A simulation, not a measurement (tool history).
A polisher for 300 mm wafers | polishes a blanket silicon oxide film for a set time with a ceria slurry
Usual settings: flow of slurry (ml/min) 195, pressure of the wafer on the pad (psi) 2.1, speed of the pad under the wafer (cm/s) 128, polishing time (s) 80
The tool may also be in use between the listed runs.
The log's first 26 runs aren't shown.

run,hour,flow of slurry (ml/min),pressure of the wafer on the pad (psi),speed of the pad under the wafer (cm/s),polishing time (s),wafers since the last listed run,wafers polished on this pad,hours since the slurry nozzle was cleaned,hours since the head pressure was calibrated,"incoming thickness of the incoming film, nm",film removed (nm)
27,2156,195,2.1,128,80,442,4274,93.7,805.7,1383.9,258.6
# hour 2167.4: head pressure recalibrated
28,2197,145,2.1,128,80,336,4610,134.7,29.6,1370.1,249.1
# hour 2204.5: worn pad replaced by a new one
29,2290,260,1.9,116,97,768,738,227.7,122.6,1379.8,275
30,2364.2,195,2.1,128,92,640,1378,301.9,196.8,1356.1,296.8
31,2408.9,250,2.3,144,61,385,1764,346.6,241.5,1360,245.7
32,2472.7,260,2.6,108,106,550,2315,410.4,305.3,1368.9,361.6
33,2580.2,195,1.7,128,80,928,3243,517.9,412.8,1378.7,219.3
34,2659.9,195,2.1,128,80,688,3931,597.6,492.5,1367.9,257.9
# hour 2687.4: slurry nozzle cleaned
35,2739.1,195,2.1,164,80,675,4606,51.7,571.7,1374.6,336.9
# hour 2802.4: worn pad replaced by a new one
36,2802.9,145,1.5,140,60,516,4,115.5,635.5,1350.5,157.8
37,2891.9,195,2.1,128,80,768,772,204.5,724.5,1350.1,260.6

Forecast each of these 4 alternatives for the next run:
A,2892.3,195,2.1,128,62,3,776,204.9,724.9,1353.8,?
B,2892.3,195,2.1,160,80,3,776,204.9,724.9,1353.8,?
C,2892.3,195,2.1,142,80,3,776,204.9,724.9,1353.8,?
D,2892.3,195,2.1,128,99,3,776,204.9,724.9,1353.8,?

run,film removed (nm)
A,202
B,325.8
C,289.2
D,322.6
Without the tool's hidden state the same runs would have given:
run,film removed (nm)
A,202
B,325.8
C,289.2
D,322.6
